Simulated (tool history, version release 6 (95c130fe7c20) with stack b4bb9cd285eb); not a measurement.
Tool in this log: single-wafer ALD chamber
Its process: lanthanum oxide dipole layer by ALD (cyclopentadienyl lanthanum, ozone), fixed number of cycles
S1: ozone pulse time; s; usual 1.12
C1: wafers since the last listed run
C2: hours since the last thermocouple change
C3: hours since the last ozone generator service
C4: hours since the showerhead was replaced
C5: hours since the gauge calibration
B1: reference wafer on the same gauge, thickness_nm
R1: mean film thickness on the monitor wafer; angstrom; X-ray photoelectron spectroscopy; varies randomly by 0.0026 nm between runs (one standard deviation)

run	day	S1	C1	C2	C3	C4	C5	B1	R1
1	0.000	1.12	0	2458.0	864.4	7204.5	239.4	0.514	5.43
2	0.433	1.12	159	2468.4	874.8	7214.9	249.8	0.514	5.42
3	0.912	1.12	176	2479.9	886.3	7226.4	261.3	0.514	5.44
4	1.238	1.12	119	2487.7	894.1	7234.2	269.1	0.514	5.44
5	1.712	1.12	174	2499.1	905.5	7245.6	280.5	0.514	5.42
6	2.258	1.12	200	2512.2	918.6	7258.7	293.6	0.513	5.45
7	2.600	1.12	125	2520.4	926.8	7266.9	301.8	0.514	5.42
8	3.071	1.12	173	2531.7	938.1	7278.2	313.1	0.514	5.42
9	3.612	1.12	199	2544.7	951.1	7291.2	326.1	0.514	5.42
10	4.196	1.12	214	2558.7	965.1	7305.2	340.1	0.514	5.40
11	4.738	1.12	199	2571.7	978.1	7318.2	353.1	0.514	5.43
# day 5.558: showerhead replaced
12	5.579	1.12	186	2591.9	998.3	0.5	373.3	0.514	5.44
# day 6.062: ozone generator serviced
13	6.154	1.12	88	2605.7	2.2	14.3	387.1	0.514	5.89
14	6.892	1.12	271	2623.4	19.9	32.0	404.8	0.514	5.86
15	8.342	0.82	532	2658.2	54.7	66.8	439.6	0.514	5.51
16	8.842	0.82	183	2670.2	66.7	78.8	451.6	0.514	5.44
# day 8.925: gauge calibrated
17	10.442	0.85	588	2708.6	105.1	117.2	36.4	0.514	5.42
18	10.812	0.69	136	2717.5	114.0	126.1	45.3	0.514	5.17
19	11.258	1.12	163	2728.2	124.7	136.8	56.0	0.514	5.75
20	11.792	1.12	196	2741.0	137.5	149.6	68.8	0.514	5.74
# day 12.371: thermocouple changed; heater temperature recalibrated
21	12.488	1.31	133	2.8	154.2	166.3	85.5	0.514	5.92
22	13.167	1.25	249	19.1	170.5	182.6	101.8	0.514	5.84
23	13.783	1.35	226	33.9	185.3	197.4	116.6	0.514	5.90
24	15.225	0.70	529	68.5	219.9	232.0	151.2	0.514	5.07
25	15.933	1.32	260	85.5	236.9	249.0	168.2	0.514	5.85
26	16.275	1.36	125	93.7	245.1	257.2	176.4	0.514	5.86
27	16.846	1.44	209	107.4	258.8	270.9	190.1	0.513	5.90
28	17.296	0.76	165	118.2	269.6	281.7	200.9	0.514	5.16
29	17.579	0.79	104	125.0	276.4	288.5	207.7	0.514	5.18
30	17.854	0.87	101	131.6	283.0	295.1	214.3	0.514	5.29
31	18.358	1.12	185	143.7	295.1	307.2	226.4	0.513	5.61
32	19.017	0.84	241	159.5	310.9	323.0	242.2	0.514	5.26
33	19.379	1.12	133	168.2	319.6	331.7	250.9	0.514	5.58
34	19.742	1.12	133	176.9	328.3	340.4	259.6	0.514	5.62

5 options for the next run, each taken on its own from the tool as it stands now. Forecast them:
A	19.758	1.45	6	177.3	328.7	340.8	260.0	?	?
B	19.758	1.39	6	177.3	328.7	340.8	260.0	?	?
C	19.758	1.40	6	177.3	328.7	340.8	260.0	?	?
D	19.758	0.81	6	177.3	328.7	340.8	260.0	?	?
E	19.758	0.83	6	177.3	328.7	340.8	260.0	?	?

run	B1	R1
A	0.513	5.89
B	0.513	5.84
C	0.513	5.85
D	0.513	5.19
E	0.513	5.22
Take away the tool's hidden state, keep each run's random variation, and the runs would have read:
run	R1
A	6.14
B	6.10
C	6.11
D	5.56
E	5.58
